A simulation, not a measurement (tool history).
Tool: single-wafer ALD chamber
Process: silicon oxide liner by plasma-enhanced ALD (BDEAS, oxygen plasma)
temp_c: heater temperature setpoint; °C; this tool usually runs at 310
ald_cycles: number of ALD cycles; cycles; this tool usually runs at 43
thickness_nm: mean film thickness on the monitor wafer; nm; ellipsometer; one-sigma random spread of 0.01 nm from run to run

run    hour  temp_c  ald_cycles  read-back reference wafer on the same gauge, thickness_nm  thickness_nm
  1     0.0     302          43                                                      4.050         4.280
  2    91.2     302          43                                                      4.047         4.265
  3   192.5     310          43                                                      4.045         4.175
      194.4  -- gauge calibrated
  4   256.2     313          49                                                      4.053         4.733
  5   324.9     313          49                                                      4.048         4.745
  6   388.4     310          43                                                      4.049         4.178
  7   470.3     310          43                                                      4.047         4.179
  8   543.7     310          43                                                      4.050         4.175
  9   776.2     310          39                                                      4.053         3.785
 10   835.2     310          36                                                      4.054         3.510
 11   887.4     310          36                                                      4.049         3.522
 12   939.9     310          43                                                      4.051         4.175
 13  1024.1     310          43                                                      4.050         4.200
 14  1072.9     310          43                                                      4.051         4.197
 15  1178.5     307          43                                                      4.052         4.206
     1194.4  -- thermocouple changed; heater temperature recalibrated
 16  1279.4     307          43                                                      4.053         4.170
 17  1352.5     307          43                                                      4.048         4.196
 18  1455.1     305          36                                                      4.052         3.530
     1509.7  -- gauge calibrated
 19  1519.3     305          41                                                      4.044         3.994
 20  1626.6     323          40                                                      4.051         3.794
 21  1721.9     315          46                                                      4.045         4.435
 22  1940.2     307          43                                                      4.051         4.192
 23  2006.3     298          38                                                      4.049         3.824
 24  2085.3     323          46                                                      4.054         4.393
 25  2137.9     295          43                                                      4.048         4.401
 26  2199.7     300          47                                                      4.047         4.688
 27  2242.5     310          43                                                      4.049         4.169
 28  2340.2     323          43                                                      4.049         4.110
 29  2379.5     310          46                                                      4.048         4.502
 30  2483.7     303          43                                                      4.055         4.265
 31  2557.5     310          43                                                      4.049         4.181
 32  2656.1     305          41                                                      4.047         4.041
 33  2692.8     317          48                                                      4.045         4.614
 34  2769.4     297          35                                                      4.049         3.563
 35  2842.0     325          38                                                      4.050         3.622
 36  2912.7     324          43                                                      4.051         4.099
 37  2951.2     310          43                                                      4.056         4.187

Each row is a separate what-if for the run after 37, all from the same tool condition, not one after another. Results?
  A  2951.7     310          40                                                          ?             ?
  B  2951.7     310          38                                                          ?             ?
  C  2951.7     299          50                                                          ?             ?

run  read-back reference wafer on the same gauge, thickness_nm  thickness_nm
  A                                                      4.054         3.898
  B                                                      4.054         3.703
  C                                                      4.054         5.052
With the hidden condition removed and each run's random variation left untouched, the same runs would have given:
run  thickness_nm
  A         3.861
  B         3.668
  C         4.933
